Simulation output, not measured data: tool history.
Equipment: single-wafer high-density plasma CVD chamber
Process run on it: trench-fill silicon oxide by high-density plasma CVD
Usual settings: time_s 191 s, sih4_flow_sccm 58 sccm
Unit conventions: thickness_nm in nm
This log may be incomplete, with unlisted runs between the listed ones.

| run | day | time_s | sih4_flow_sccm | wafers since the last listed run | hours since the silane flow controller was replaced | hours since the gauge calibration | read-back reference wafer on the same gauge, thickness_nm | thickness_nm |
|---|---|---|---|---|---|---|---|---|
| 1 | 0 | 191 | 58 | 0 | 3296.5 | 44.9 | 979.371 | 1119.056 |
| 2 | 0.742 | 191 | 58 | 137 | 3314.3 | 62.7 | 979.823 | 1118.487 |
| 3 | 1.483 | 191 | 58 | 137 | 3332.1 | 80.5 | 980.049 | 1121.107 |
| 4 | 1.838 | 191 | 58 | 65 | 3340.6 | 89 | 980.486 | 1121.216 |
| 5 | 2.5 | 191 | 58 | 123 | 3356.5 | 104.9 | 979.799 | 1120.459 |
|  | 2.829 | gauge calibrated |
| 6 | 3.058 | 211 | 58 | 103 | 3369.9 | 5.5 | 980.016 | 1236.744 |
|  | 3.767 | silane flow controller replaced |
| 7 | 3.779 | 211 | 58 | 71 | 0.3 | 22.8 | 979.274 | 1239.501 |
| 8 | 4.483 | 211 | 58 | 130 | 17.2 | 39.7 | 980.275 | 1239.42 |
| 9 | 4.921 | 191 | 69 | 81 | 27.7 | 50.2 | 979.805 | 1330.682 |
| 10 | 5.271 | 228 | 64 | 64 | 36.1 | 58.6 | 980.331 | 1476.518 |
| 11 | 5.608 | 214 | 61 | 62 | 44.2 | 66.7 | 979.905 | 1320.007 |
| 12 | 6.1 | 205 | 53 | 91 | 56 | 78.5 | 979.558 | 1097.42 |
| 13 | 6.662 | 191 | 58 | 104 | 69.5 | 92 | 979.939 | 1120.909 |
| 14 | 6.912 | 222 | 54 | 46 | 75.5 | 98 | 979.725 | 1212.159 |
| 15 | 7.304 | 205 | 58 | 72 | 84.9 | 107.4 | 980.269 | 1200.284 |
|  | 7.583 | gauge calibrated |
| 16 | 8.025 | 191 | 58 | 133 | 102.2 | 10.6 | 979.604 | 1119.841 |

For each entry between runs, how does the tool's hidden state at the last listed run before it compare with that at the first listed run after it?
Run 5 -> run 6: gauge calibrated (day 2.829)
  the hidden state is the same at both runs
Run 6 -> run 7: silane flow controller replaced (day 3.767)
  the hidden state is the same at both runs
Run 15 -> run 16: gauge calibrated (day 7.583)
  the hidden state is the same at both runs

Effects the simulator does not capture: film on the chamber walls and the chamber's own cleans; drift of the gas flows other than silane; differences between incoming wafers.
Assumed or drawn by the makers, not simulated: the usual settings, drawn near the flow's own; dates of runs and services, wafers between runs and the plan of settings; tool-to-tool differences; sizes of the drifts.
